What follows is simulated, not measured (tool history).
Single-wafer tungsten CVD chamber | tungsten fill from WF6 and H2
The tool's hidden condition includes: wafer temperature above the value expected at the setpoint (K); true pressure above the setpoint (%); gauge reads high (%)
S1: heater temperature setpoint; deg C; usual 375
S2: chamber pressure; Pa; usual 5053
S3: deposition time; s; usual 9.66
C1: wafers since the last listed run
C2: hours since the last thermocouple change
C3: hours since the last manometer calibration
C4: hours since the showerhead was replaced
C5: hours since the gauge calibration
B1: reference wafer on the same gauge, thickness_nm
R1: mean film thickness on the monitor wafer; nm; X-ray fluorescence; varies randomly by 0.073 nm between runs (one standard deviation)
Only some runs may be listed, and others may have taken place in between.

run    hour   S1    S2     S3     C1      C2      C3      C4      C5      B1      R1
  1       0  375  5053   9.66      0  1401.4  2513.8    4820   427.3  19.318  18.029
  2      63  375  5053   9.66   2704  1464.4  2576.8    4883   490.3  19.272  17.949
  3     153  375  5053   9.66   3863  1554.4  2666.8    4973   580.3  19.304  18.112
  4     238  375  5053   9.66   3649  1639.4  2751.8    5058   665.3  19.303  18.057
  5   318.7  375  5053   9.66   3464  1720.1  2832.5  5138.7     746  19.309  17.916
  6     388  375  5053   11.2   2975  1789.4  2901.8    5208   815.3  19.298  20.749
  7   491.9  375  5053   9.21   4460  1893.3  3005.7  5311.9   919.2  19.326  17.013
      584.7  -- capacitance manometer re-zeroed and calibrated
  8   585.2  375  5053   9.21   3662  1986.6     0.5  5405.2  1012.5  19.285  16.774
  9   682.9  375  5053   9.66   4194  2084.3    98.2  5502.9  1110.2  19.292  17.562
      724.6  -- gauge calibrated
 10   759.6  375  5053   9.66   3292    2161   174.9  5579.6      35  19.299  17.477
 11   816.3  364  5600   8.34   2434  2217.7   231.6  5636.3    91.7  19.294  13.138
 12   918.2  375  5053   9.66   4374  2319.6   333.5  5738.2   193.6  19.305  17.405
 13   963.7  370  5053   9.66   1953  2365.1     379  5783.7   239.1  19.303  15.783
      992.8  -- showerhead replaced
 14  1060.8  365  6226  11.19   3825  2462.2   476.1      68   336.2  19.291  18.801
 15  1153.8  375  5053   9.66   3992  2555.2   569.1     161   429.2  19.308  17.155
 16    1247  375  4733   9.66   4001  2648.4   662.3   254.2   522.4  19.282  16.258
     1294.1  -- thermocouple changed; heater temperature recalibrated
 17  1532.4  375  5053  11.04  11909   238.3   947.7   539.6   807.8   19.29  20.985
 18  1584.1  375  5053   9.66   2219     290   999.4   591.3   859.5  19.317   18.31
 19  1620.5  388  4360   9.66   1562   326.4  1035.8   627.7   895.9  19.299  20.953
 20  1663.6  375  5053   8.42   1850   369.5  1078.9   670.8     939  19.312  16.022

Forecast each of these 4 alternatives for the next run:
  A  1664  375  5053   9.66  17  369.9  1079.3  671.2  939.4   ?   ?
  B  1664  383  4653  10.87  17  369.9  1079.3  671.2  939.4   ?   ?
  C  1664  364  5400   9.66  17  369.9  1079.3  671.2  939.4   ?   ?
  D  1664  386  4720   10.6  17  369.9  1079.3  671.2  939.4   ?   ?

run      B1      R1
  A  19.316  18.443
  B  19.316  22.677
  C  19.316  15.684
  D  19.316  23.536
Take away the tool's hidden state, keep each run's random variation, and the runs would have read:
run      R1
  A  18.498
  B  22.742
  C  15.733
  D  23.604
